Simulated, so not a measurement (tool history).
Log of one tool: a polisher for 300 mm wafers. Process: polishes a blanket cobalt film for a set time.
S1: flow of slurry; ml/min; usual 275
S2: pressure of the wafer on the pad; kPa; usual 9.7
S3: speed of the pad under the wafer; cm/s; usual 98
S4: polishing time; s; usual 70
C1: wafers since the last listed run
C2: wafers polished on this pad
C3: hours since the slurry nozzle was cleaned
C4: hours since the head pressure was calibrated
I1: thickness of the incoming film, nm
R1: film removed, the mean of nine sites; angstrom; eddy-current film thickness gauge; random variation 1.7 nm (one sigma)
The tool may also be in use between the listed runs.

run,hour,S1,S2,S3,S4,C1,C2,C3,C4,I1,R1
1,0,275,9.7,98,70,0,2365,307.8,150.7,908.4,2233
2,71.5,275,9.7,98,70,604,2969,379.3,222.2,902,2211
3,150.1,275,9.7,98,70,664,3634,457.9,300.8,898.4,2212
4,190.4,210,9.7,98,70,340,3975,498.2,341.1,902.2,2130
# hour 201.2: worn pad replaced by a new one
5,214.8,210,9.7,98,70,172,114,522.6,365.5,899.4,2163
6,261.5,275,11.7,106,70,394,509,569.3,412.2,896.5,2701
7,311.5,275,11.7,106,70,422,932,619.3,462.2,903.4,2692
8,374.7,275,9.7,98,70,534,1466,682.5,525.4,906.9,2180
9,415,325,9.7,98,70,340,1807,722.8,565.7,902.5,2184
# hour 454.5: slurry nozzle cleaned
10,479.1,325,9.7,98,70,533,2341,24.6,629.8,892.7,2151
# hour 518.6: head pressure recalibrated
11,549.2,325,9.7,98,70,575,2917,94.7,30.6,897.7,2308
12,594.4,275,9.7,76,63,382,3299,139.9,75.8,897.5,1581
13,635.7,275,11.7,98,70,349,3648,181.2,117.1,881.5,2568
# hour 659.3: worn pad replaced by a new one
14,812.1,275,11.7,98,70,1457,1292,357.6,293.5,909.5,2576
15,872.2,275,9.7,98,70,508,1800,417.7,353.6,913.5,2251
16,933.4,275,9.7,116,70,517,2317,478.9,414.8,884.7,2642
17,987.5,275,9.7,98,70,457,2775,533,468.9,910.1,2198
18,1017.8,275,9.7,98,70,256,3031,563.3,499.2,905.1,2176
19,1053.2,345,9.7,98,70,299,3330,598.7,534.6,901.6,2231
# hour 1084.2: worn pad replaced by a new one
20,1104.6,275,9.7,98,70,400,172,650.1,586,899.5,2165
21,1172.7,220,11,98,70,575,748,718.2,654.1,884.4,2267
22,1207.3,275,6.9,98,70,292,1040,752.8,688.7,889.5,1739
# hour 1223.6: slurry nozzle cleaned
23,1270.5,275,9.7,98,64,525,1566,46.9,751.9,896,1900
# hour 1280: head pressure recalibrated
24,1301.6,245,11.7,122,82,246,1812,78,21.6,911.7,3732
25,1336.6,275,9.7,98,70,295,2108,113,56.6,899.9,2264
26,1365.2,235,9.7,98,70,241,2350,141.6,85.2,915.5,2215
27,1409.1,275,9.7,98,70,371,2721,185.5,129.1,896.9,2279
28,1460.6,245,9.7,128,70,435,3157,237,180.6,900.4,2936
29,1507.3,275,9.7,90,70,394,3552,283.7,227.3,905.1,2054
# hour 1540.5: worn pad replaced by a new one
30,1547.6,275,9.7,98,70,306,60,324,267.6,904.4,2229
31,1581.8,230,9,116,57,289,349,358.2,301.8,910.3,1994
32,1617.2,275,9.7,98,70,299,648,393.6,337.2,909.6,2213
33,1650.5,325,9.7,98,70,281,930,426.9,370.5,906.7,2264
34,1713,275,9.7,76,88,528,1458,489.4,433,890.7,2128

Run 35 comes next. What will it give?
35,1781.1,275,11,78,62,575,2034,557.5,501.1,910.9,?

R1: 1696 angstrom
Without the tool's hidden state the same run would have given R1 1753 angstrom.
